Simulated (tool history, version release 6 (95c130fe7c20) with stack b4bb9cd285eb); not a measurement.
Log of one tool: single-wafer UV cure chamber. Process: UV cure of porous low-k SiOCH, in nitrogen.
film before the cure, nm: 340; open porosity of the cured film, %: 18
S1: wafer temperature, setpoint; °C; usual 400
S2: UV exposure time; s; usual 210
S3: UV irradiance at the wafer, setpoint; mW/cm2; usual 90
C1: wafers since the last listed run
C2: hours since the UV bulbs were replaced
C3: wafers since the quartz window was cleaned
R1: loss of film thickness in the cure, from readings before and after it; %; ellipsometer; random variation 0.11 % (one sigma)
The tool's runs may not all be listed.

| run | hour | S1 | S2 | S3 | C1 | C2 | C3 | R1 |
|---|---|---|---|---|---|---|---|---|
| 1 | 0 | 400 | 210 | 90 | 0 | 1017.4 | 1101 | 7.232 |
| 2 | 70.4 | 400 | 210 | 90 | 301 | 1087.8 | 1402 | 7.071 |
|  | 86.8 | quartz window cleaned |
| 3 | 287.5 | 400 | 210 | 90 | 896 | 1304.9 | 860 | 7.42 |
| 4 | 323.9 | 400 | 210 | 90 | 156 | 1341.3 | 1016 | 7.106 |
|  | 364 | quartz window cleaned |
| 5 | 364.5 | 400 | 210 | 104 | 139 | 1381.9 | 1 | 8.258 |
| 6 | 453.7 | 400 | 210 | 104 | 382 | 1471.1 | 384 | 8.236 |
| 7 | 501.6 | 400 | 210 | 104 | 205 | 1519 | 589 | 8.018 |
| 8 | 538.7 | 386 | 210 | 90 | 159 | 1556.1 | 748 | 7.063 |
| 9 | 620.1 | 400 | 150 | 90 | 349 | 1637.5 | 1097 | 5.727 |
|  | 689.6 | quartz window cleaned |
| 10 | 707.6 | 400 | 150 | 90 | 340 | 1725 | 76 | 6.444 |

The next listed run, before its measurement:
| 11 | 771.6 | 400 | 210 | 54 | 274 | 1789 | 351 | ? |

Run 11 gave R1 5.66 %.
Without the tool's hidden state the same run would have given R1 7.626 %.

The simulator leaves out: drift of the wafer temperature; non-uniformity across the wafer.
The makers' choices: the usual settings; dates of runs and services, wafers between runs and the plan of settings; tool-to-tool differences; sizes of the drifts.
